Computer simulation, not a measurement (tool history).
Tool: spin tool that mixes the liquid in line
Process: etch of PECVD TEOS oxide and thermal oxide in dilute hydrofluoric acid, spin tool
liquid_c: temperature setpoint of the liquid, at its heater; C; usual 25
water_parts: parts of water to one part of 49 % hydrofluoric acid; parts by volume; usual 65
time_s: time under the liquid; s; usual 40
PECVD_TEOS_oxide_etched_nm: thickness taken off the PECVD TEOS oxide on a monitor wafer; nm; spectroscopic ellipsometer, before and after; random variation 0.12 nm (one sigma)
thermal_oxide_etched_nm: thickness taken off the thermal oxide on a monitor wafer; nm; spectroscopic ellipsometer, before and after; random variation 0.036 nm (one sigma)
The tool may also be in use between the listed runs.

| run | hour | liquid_c | water_parts | time_s | wafers since the last listed run | hours since the thermometer was replaced | hours since the hydrofluoric acid flow meter was replaced | hours since the gauge calibration | read-back film thickness of the PECVD TEOS oxide reference wafer, read on the same gauge (nm) | read-back film thickness of the thermal oxide reference wafer, read on the same gauge (nm) | PECVD_TEOS_oxide_etched_nm | thermal_oxide_etched_nm |
|---|---|---|---|---|---|---|---|---|---|---|---|---|
| 1 | 0 | 25 | 65 | 40 | 0 | 1953.7 | 1389.2 | 1633 | 140 | 49.958 | 13.42 | 3.386 |
| 2 | 24.8 | 29 | 60 | 40 | 383 | 1978.5 | 1414 | 1657.8 | 139.99 | 49.989 | 17.16 | 4.217 |
| 3 | 58.9 | 25 | 65 | 40 | 526 | 2012.6 | 1448.1 | 1691.9 | 139.98 | 50.007 | 13.35 | 3.401 |
| 4 | 110.8 | 25 | 50 | 55 | 801 | 2064.5 | 1500 | 1743.8 | 140.02 | 50.011 | 25.03 | 6.141 |
| 5 | 148.5 | 23 | 65 | 40 | 582 | 2102.2 | 1537.7 | 1781.5 | 139.99 | 49.996 | 12.7 | 3.126 |
|  | 166.1 | gauge calibrated |
| 6 | 173.3 | 25 | 65 | 40 | 383 | 2127 | 1562.5 | 7.2 | 140.01 | 49.961 | 13.66 | 3.386 |
| 7 | 240 | 29 | 45 | 50 | 1030 | 2193.7 | 1629.2 | 73.9 | 140.04 | 49.972 | 29.3 | 7.411 |
| 8 | 264.9 | 20.5 | 65 | 40 | 384 | 2218.6 | 1654.1 | 98.8 | 139.98 | 50.014 | 11.18 | 2.828 |
| 9 | 295.9 | 25 | 65 | 40 | 479 | 2249.6 | 1685.1 | 129.8 | 140.01 | 50.052 | 13.71 | 3.415 |
| 10 | 324.4 | 23 | 35 | 30 | 440 | 2278.1 | 1713.6 | 158.3 | 140.01 | 50.014 | 18.22 | 4.475 |
| 11 | 376.9 | 29.5 | 55 | 60 | 811 | 2330.6 | 1766.1 | 210.8 | 140.01 | 49.983 | 29.34 | 7.328 |
| 12 | 427.2 | 25 | 95 | 40 | 777 | 2380.9 | 1816.4 | 261.1 | 140 | 50.025 | 8.92 | 2.213 |
|  | 479.7 | hydrofluoric acid flow meter replaced |
| 13 | 571.3 | 22.5 | 65 | 15 | 2211 | 2525 | 91.6 | 405.2 | 139.98 | 49.991 | 4.4 | 1.1 |
|  | 619.3 | thermometer replaced |
| 14 | 638.7 | 27.5 | 65 | 35 | 1026 | 19.4 | 159 | 472.6 | 139.99 | 49.985 | 12.73 | 3.128 |
| 15 | 673.9 | 25 | 65 | 40 | 543 | 54.6 | 194.2 | 507.8 | 139.98 | 50.028 | 13.04 | 3.247 |
| 16 | 740.4 | 25 | 65 | 40 | 1027 | 121.1 | 260.7 | 574.3 | 140 | 49.976 | 13.23 | 3.184 |
| 17 | 784.2 | 29.5 | 45 | 30 | 676 | 164.9 | 304.5 | 618.1 | 140.01 | 49.961 | 17.4 | 4.383 |
| 18 | 834.5 | 29 | 55 | 30 | 777 | 215.2 | 354.8 | 668.4 | 140.01 | 50.035 | 13.93 | 3.434 |
| 19 | 903.1 | 25 | 65 | 15 | 1060 | 283.8 | 423.4 | 737 | 139.99 | 49.982 | 4.92 | 1.225 |
| 20 | 955.9 | 25 | 65 | 40 | 815 | 336.6 | 476.2 | 789.8 | 139.99 | 50.038 | 13.12 | 3.317 |
| 21 | 984.2 | 26.5 | 65 | 55 | 437 | 364.9 | 504.5 | 818.1 | 139.99 | 50.027 | 19.01 | 4.741 |
| 22 | 1019.1 | 29 | 35 | 55 | 539 | 399.8 | 539.4 | 853 | 140 | 49.995 | 40.73 | 10.374 |
| 23 | 1047.6 | 21.5 | 65 | 65 | 440 | 428.3 | 567.9 | 881.5 | 139.95 | 50.026 | 18.74 | 4.649 |
| 24 | 1111.2 | 25 | 75 | 45 | 982 | 491.9 | 631.5 | 945.1 | 140.04 | 50.01 | 12.69 | 3.184 |
| 25 | 1168.1 | 28 | 90 | 50 | 879 | 548.8 | 688.4 | 1002 | 140.03 | 50.007 | 12.91 | 3.257 |
| 26 | 1235.7 | 25 | 40 | 25 | 1044 | 616.4 | 756 | 1069.6 | 140.03 | 49.995 | 13.6 | 3.476 |
| 27 | 1372 | 25 | 65 | 45 | 2106 | 752.7 | 892.3 | 1205.9 | 140.01 | 49.963 | 14.74 | 3.713 |

Forecast each of these 3 alternatives for the next run:
| A | 1372.4 | 25 | 65 | 40 | 6 | 753.1 | 892.7 | 1206.3 | ? | ? | ? | ? |
| B | 1372.4 | 21.5 | 40 | 20 | 6 | 753.1 | 892.7 | 1206.3 | ? | ? | ? | ? |
| C | 1372.4 | 29.5 | 35 | 40 | 6 | 753.1 | 892.7 | 1206.3 | ? | ? | ? | ? |

| run | read-back film thickness of the PECVD TEOS oxide reference wafer, read on the same gauge (nm) | read-back film thickness of the thermal oxide reference wafer, read on the same gauge (nm) | PECVD_TEOS_oxide_etched_nm | thermal_oxide_etched_nm |
|---|---|---|---|---|
| A | 139.98 | 49.969 | 13.27 | 3.358 |
| B | 139.98 | 49.969 | 9.63 | 2.436 |
| C | 139.98 | 49.969 | 30.79 | 7.79 |
Without the tool's hidden state the same runs would have given:
| run | PECVD_TEOS_oxide_etched_nm | thermal_oxide_etched_nm |
|---|---|---|
| A | 12.87 | 3.256 |
| B | 9.35 | 2.365 |
| C | 29.9 | 7.563 |
